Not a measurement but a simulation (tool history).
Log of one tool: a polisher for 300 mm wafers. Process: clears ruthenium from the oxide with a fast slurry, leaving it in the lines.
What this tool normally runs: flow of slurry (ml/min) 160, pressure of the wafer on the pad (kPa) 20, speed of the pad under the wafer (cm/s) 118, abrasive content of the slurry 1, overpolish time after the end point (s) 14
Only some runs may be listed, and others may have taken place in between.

| run | day | flow of slurry (ml/min) | pressure of the wafer on the pad (kPa) | speed of the pad under the wafer (cm/s) | abrasive content of the slurry | overpolish time after the end point (s) | incoming thickness of the incoming film, nm | time until the end point was called (s) | dishing of a wide line in a test structure (angstrom) |
|---|---|---|---|---|---|---|---|---|---|
| 1 | 0 | 160 | 20 | 118 | 1 | 14 | 229.9 | 49.1 | 513 |
| 2 | 0.746 | 160 | 20 | 118 | 1 | 14 | 232 | 47.5 | 513 |
|  | 1.658 | worn pad replaced by a new one |
| 3 | 1.679 | 160 | 20 | 118 | 1 | 14 | 231.9 | 49.4 | 494 |
| 4 | 2.621 | 160 | 20 | 118 | 1 | 14 | 227.9 | 49 | 503 |
| 5 | 3.55 | 160 | 20 | 118 | 1 | 14 | 233.9 | 50.4 | 491 |
| 6 | 4.05 | 160 | 20 | 118 | 1 | 14 | 231.4 | 51.9 | 495 |
|  | 4.479 | worn pad replaced by a new one |
| 7 | 5.192 | 160 | 20 | 118 | 1 | 14 | 231.2 | 51.2 | 501 |
| 8 | 6.296 | 160 | 20 | 118 | 1 | 14 | 230.6 | 52.3 | 491 |
|  | 6.879 | slurry blender recalibrated |
|  | 7.204 | head pressure recalibrated |
| 9 | 7.262 | 160 | 20 | 118 | 1 | 14 | 226.6 | 42.6 | 568 |
|  | 7.304 | slurry nozzle cleaned |
|  | 7.542 | worn pad replaced by a new one |
| 10 | 8.162 | 160 | 20 | 118 | 1 | 14 | 230.7 | 45.4 | 563 |
| 11 | 9.029 | 160 | 24.8 | 150 | 1 | 14 | 228.1 | 29.8 | 738 |
| 12 | 9.596 | 135 | 16.5 | 92 | 1 | 17 | 230.9 | 67.2 | 443 |
|  | 10.229 | worn pad replaced by a new one |
| 13 | 10.583 | 200 | 26.9 | 92 | 0.85 | 14 | 232 | 45.1 | 537 |
| 14 | 12.075 | 160 | 24.8 | 118 | 1.15 | 14 | 229.8 | 36.8 | 648 |
|  | 12.588 | worn pad replaced by a new one |
| 15 | 12.904 | 190 | 20 | 108 | 0.75 | 14 | 234.1 | 61.2 | 421 |
| 16 | 13.542 | 160 | 15.2 | 128 | 1 | 19 | 231.7 | 60.3 | 545 |

Run by run, hidden condition taken away, random variation retained:
Hidden state at play: removal rate lost through wear of the pad, %; slurry flow missing at the pad, %; deviation of the head's pressure from its setpoint, %; abrasive missing from the slurry, %.
| run | time until the end point was called (s) | dishing of a wide line in a test structure (angstrom) |
|---|---|---|
| 1 | 41.5 | 585 |
| 2 | 39.8 | 590 |
| 3 | 41.1 | 572 |
| 4 | 40.4 | 587 |
| 5 | 41.3 | 576 |
| 6 | 42.3 | 582 |
| 7 | 41.5 | 592 |
| 8 | 42.2 | 583 |
| 9 | 40.6 | 590 |
| 10 | 42.1 | 597 |
| 11 | 27 | 790 |
| 12 | 60 | 486 |
| 13 | 38.9 | 602 |
| 14 | 31.6 | 723 |
| 15 | 50 | 498 |
| 16 | 50.1 | 628 |

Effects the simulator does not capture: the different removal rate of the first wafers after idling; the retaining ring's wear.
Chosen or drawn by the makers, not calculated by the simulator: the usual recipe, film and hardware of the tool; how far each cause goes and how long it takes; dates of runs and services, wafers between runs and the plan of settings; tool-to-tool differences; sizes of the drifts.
